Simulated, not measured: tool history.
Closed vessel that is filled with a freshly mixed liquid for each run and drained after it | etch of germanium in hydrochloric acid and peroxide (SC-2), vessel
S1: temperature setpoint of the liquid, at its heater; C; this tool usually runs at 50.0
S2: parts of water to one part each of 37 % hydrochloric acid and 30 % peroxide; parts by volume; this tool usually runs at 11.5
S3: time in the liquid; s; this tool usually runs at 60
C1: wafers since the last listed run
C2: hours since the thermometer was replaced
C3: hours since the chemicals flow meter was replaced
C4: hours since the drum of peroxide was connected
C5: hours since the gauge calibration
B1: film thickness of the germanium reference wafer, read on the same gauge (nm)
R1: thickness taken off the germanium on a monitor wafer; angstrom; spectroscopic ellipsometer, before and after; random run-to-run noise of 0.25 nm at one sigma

run,hour,S1,S2,S3,C1,C2,C3,C4,C5,B1,R1
1,0.0,50.0,11.5,60,0,1696.3,139.6,160.4,854.8,80.00,1023.4
2,62.0,50.0,11.5,60,5935,1758.3,201.6,222.4,916.8,79.98,1028.5
3,151.6,50.0,11.5,60,8577,1847.9,291.2,312.0,1006.4,79.98,1027.6
4,227.1,50.0,11.5,60,7227,1923.4,366.7,387.5,1081.9,79.98,1023.0
5,293.6,50.0,11.5,60,6366,1989.9,433.2,454.0,1148.4,79.99,1023.6
6,358.1,50.0,11.5,60,6174,2054.4,497.7,518.5,1212.9,79.99,1030.1
7,455.1,50.0,15.5,35,9286,2151.4,594.7,615.5,1309.9,80.00,576.7
# hour 465.2: gauge calibrated
8,514.8,50.0,15.5,35,5715,2211.1,654.4,675.2,49.6,80.03,578.2
9,581.5,56.5,8.5,60,6385,2277.8,721.1,741.9,116.3,79.98,1294.4
# hour 606.8: chemicals flow meter replaced
10,658.3,50.0,11.5,60,7256,2354.6,51.5,818.7,193.1,80.04,1018.6
# hour 660.5: thermometer replaced
11,695.6,50.0,11.5,60,3475,35.1,88.8,856.0,230.4,80.00,1038.2

What will run 12 give?
# hour 812.2: new drum of peroxide connected
12,877.2,40.5,6.5,60,17289,216.7,270.4,65.0,412.0,?,?

{"run 12": {"B1": 80.0, "R1": 792.3}}
With the hidden condition absent and the run-to-run variation left alone, this run would have shown R1 794.7 angstrom.
